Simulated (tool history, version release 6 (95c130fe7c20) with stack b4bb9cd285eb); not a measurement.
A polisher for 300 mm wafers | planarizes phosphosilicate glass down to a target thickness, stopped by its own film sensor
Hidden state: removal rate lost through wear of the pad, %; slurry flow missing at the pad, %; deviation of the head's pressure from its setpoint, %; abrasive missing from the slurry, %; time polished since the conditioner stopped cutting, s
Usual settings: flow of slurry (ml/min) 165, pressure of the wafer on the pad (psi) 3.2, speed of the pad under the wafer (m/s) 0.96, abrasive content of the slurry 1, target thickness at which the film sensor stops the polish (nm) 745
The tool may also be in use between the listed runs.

run,day,flow of slurry (ml/min),pressure of the wafer on the pad (psi),speed of the pad under the wafer (m/s),abrasive content of the slurry,target thickness at which the film sensor stops the polish (nm),wafers since the last listed run,wafers polished on this pad,hours since the slurry nozzle was cleaned,hours since the head pressure was calibrated,hours since the slurry blender was calibrated,hours since the conditioning disc was replaced,"incoming thickness of the incoming film, nm",time until the film sensor stopped the polish (s)
1,0,165,3.2,0.96,1,745,0,3164,14.6,660.4,227.4,327.9,1289.3,67.5
2,1.462,165,3.2,0.96,1,745,545,3710,49.7,695.5,262.5,363,1289.7,66.4
# day 1.646: conditioning disc replaced and pad reconditioned
3,3.121,165,3.2,0.96,1,745,587,4298,89.5,735.3,302.3,35.4,1282,64.6
# day 5.779: worn pad replaced by a new one
4,5.879,165,3.2,0.96,1,701,967,37,155.7,801.5,368.5,101.6,1243.6,66.3
# day 6.704: slurry blender recalibrated
5,7.454,165,3.2,0.96,1,701,556,594,193.5,839.3,18,139.4,1288.6,73.6
6,10.242,165,3.2,0.96,1,745,1040,1635,260.4,906.2,84.9,206.3,1267.4,65.3
7,12.262,165,3.2,0.96,1,745,754,2389,308.9,954.7,133.4,254.8,1267.7,64.7
8,14.525,165,3.2,0.96,1,745,844,3234,363.2,1009,187.7,309.1,1254.2,66.6
# day 15.971: conditioning disc replaced and pad reconditioned
# day 17.004: head pressure recalibrated
9,17.025,165,3.2,0.96,1,745,871,4105,423.2,0.5,247.7,25.3,1268.4,69.7
# day 18.871: worn pad replaced by a new one
# day 19.075: slurry nozzle cleaned
10,19.683,205,3.2,0.96,1,919,914,287,14.6,64.3,311.5,89.1,1275.7,41.3
# day 21.812: slurry blender recalibrated
11,22.325,165,3.2,0.84,0.9,809,955,1242,78,127.7,12.3,152.5,1256.8,63.1
12,24.233,165,3.2,0.96,1,745,712,1954,123.8,173.5,58.1,198.3,1281.1,63.8
13,26.192,165,3.2,0.74,1,745,731,2685,170.8,220.5,105.1,245.3,1249.4,74
# day 28.879: conditioning disc replaced and pad reconditioned
14,28.904,130,3.8,0.96,1,745,981,3667,235.9,285.6,170.2,0.6,1264.7,57.4
15,30.717,165,3.2,0.96,1,745,676,4344,279.4,329.1,213.7,44.1,1287.8,69
# day 33.042: worn pad replaced by a new one
16,33.321,165,3.2,0.96,1,745,909,103,341.9,391.6,276.2,106.6,1290.4,70
# day 34.8: slurry blender recalibrated
17,34.896,165,3.5,0.96,1,745,556,660,379.7,429.4,2.3,144.4,1249,61.1
18,36.154,115,4,0.96,0.9,575,469,1130,409.9,459.6,32.5,174.6,1283.4,84.9
# day 37.633: slurry nozzle cleaned
19,37.979,165,3.9,0.96,1,807,665,1796,8.3,503.4,76.3,218.4,1265.3,45.1
20,40.692,145,2.9,1.12,1,745,1012,2808,73.4,568.5,141.4,283.5,1255.6,62.8
# day 41.283: conditioning disc replaced and pad reconditioned
21,41.725,125,3.6,0.96,1,578,354,3163,98.2,593.3,166.2,10.6,1249.7,77
22,44.154,130,2.5,0.96,1,745,906,4070,156.5,651.6,224.5,68.9,1289,88.2
# day 46.971: slurry blender recalibrated
23,47.046,120,3.2,0.96,1,745,1048,5118,225.9,721,1.8,138.3,1256.8,66.2
# day 47.767: worn pad replaced by a new one
24,49.208,165,2.2,1.1,1.2,803,745,538,277.8,772.9,53.7,190.2,1244.4,69.1
25,51.746,165,2.9,1.1,1,745,947,1485,338.7,833.8,114.6,251.1,1289.1,70.8
26,53.596,185,3.2,1.08,1,745,690,2176,383.1,878.2,159,295.5,1288.6,63.7

3 ways to go on from here, each from the tool as it stands after run 26. What would each give?
A,53.612,165,4,0.96,1,745,6,2182,383.5,878.6,159.4,295.9,1263.4,?
B,53.612,165,4.2,0.96,1,745,6,2182,383.5,878.6,159.4,295.9,1263.4,?
C,53.612,195,2.4,0.96,1.3,745,6,2182,383.5,878.6,159.4,295.9,1263.4,?

run,time until the film sensor stopped the polish (s)
A,55
B,52.3
C,79.6
Without the tool's hidden state the same runs would have given:
run,time until the film sensor stopped the polish (s)
A,51
B,48.5
C,74.6
